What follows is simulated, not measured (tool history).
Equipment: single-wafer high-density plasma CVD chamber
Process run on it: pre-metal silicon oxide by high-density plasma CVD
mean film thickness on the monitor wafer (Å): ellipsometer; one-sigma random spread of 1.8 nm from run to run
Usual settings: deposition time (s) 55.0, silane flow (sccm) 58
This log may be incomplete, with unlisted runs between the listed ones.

run   hour  deposition time (s)  silane flow (sccm)  read-back reference wafer on the same gauge, thickness_nm  mean film thickness on the monitor wafer (Å)
  1    0.0                 55.0                  58                                                    370.336                                       3516.57
  2    7.2                 55.0                  54                                                    371.090                                       3284.94
  3   22.7                 61.2                  52                                                    371.517                                       3507.18
  4   33.2                 61.2                  52                                                    371.504                                       3505.24
  5   49.3                 55.0                  58                                                    370.971                                       3491.51
  6   55.4                 55.0                  58                                                    370.426                                       3506.76
  7   63.2                 55.0                  58                                                    370.991                                       3548.90
      71.1  -- gauge calibrated
  8   76.6                 49.1                  63                                                    371.317                                       3396.39
  9   85.7                 49.1                  63                                                    370.670                                       3421.88
 10   93.1                 49.1                  63                                                    371.801                                       3395.12
 11  105.5                 55.0                  58                                                    370.818                                       3507.33
 12  118.7                 55.0                  58                                                    370.056                                       3529.76
 13  131.1                 55.0                  58                                                    371.555                                       3500.10
 14  142.8                 55.0                  58                                                    370.885                                       3535.43
 15  158.3                 55.0                  58                                                    372.086                                       3531.82
 16  175.7                 55.0                  58                                                    370.015                                       3503.13
 17  184.6                 55.0                  58                                                    371.490                                       3481.79
 18  193.9                 61.1                  65                                                    371.563                                       4343.95
 19  205.2                 60.4                  58                                                    371.166                                       3870.66
 20  221.3                 60.4                  58                                                    370.972                                       3868.07
 21  238.6                 55.0                  58                                                    371.142                                       3512.75
 22  252.9                 55.0                  54                                                    370.792                                       3272.94
 23  269.7                 65.5                  58                                                    370.808                                       4127.85
 24  279.7                 49.1                  52                                                    370.773                                       2804.03
 25  294.3                 55.0                  58                                                    370.379                                       3494.88
 26  305.9                 55.0                  68                                                    369.823                                       4095.47
 27  318.9                 47.4                  62                                                    371.630                                       3190.22
 28  328.3                 63.0                  58                                                    371.220                                       4026.69
 29  335.1                 55.0                  68                                                    370.518                                       4088.70
 30  350.8                 61.5                  67                                                    370.293                                       4495.62
     358.6  -- gauge calibrated
 31  360.2                 44.2                  65                                                    370.287                                       3163.86
 32  372.1                 55.0                  50                                                    371.622                                       3016.84
 33  386.8                 55.0                  62                                                    371.028                                       3741.63
     402.2  -- silane flow controller replaced
 34  404.6                 55.0                  69                                                    370.339                                       4157.05
 35  418.3                 55.0                  58                                                    370.817                                       3498.32
 36  429.5                 65.5                  66                                                    371.607                                       4758.30
 37  437.1                 47.5                  62                                                    372.290                                       3263.05
 38  450.7                 61.5                  50                                                    370.625                                       3424.79
 39  463.0                 58.4                  51                                                    371.349                                       3307.30
 40  471.7                 62.2                  63                                                    370.915                                       4325.99
 41  483.7                 62.4                  52                                                    369.900                                       3559.93
 42  495.1                 47.2                  50                                                    370.540                                       2598.03
 43  505.3                 55.0                  58                                                    370.786                                       3506.66

What the log doesn't show, run by run:
delivered silane flow above the setpoint (%): 0, the same for each run
gauge reads high (%): 0, the same for each run

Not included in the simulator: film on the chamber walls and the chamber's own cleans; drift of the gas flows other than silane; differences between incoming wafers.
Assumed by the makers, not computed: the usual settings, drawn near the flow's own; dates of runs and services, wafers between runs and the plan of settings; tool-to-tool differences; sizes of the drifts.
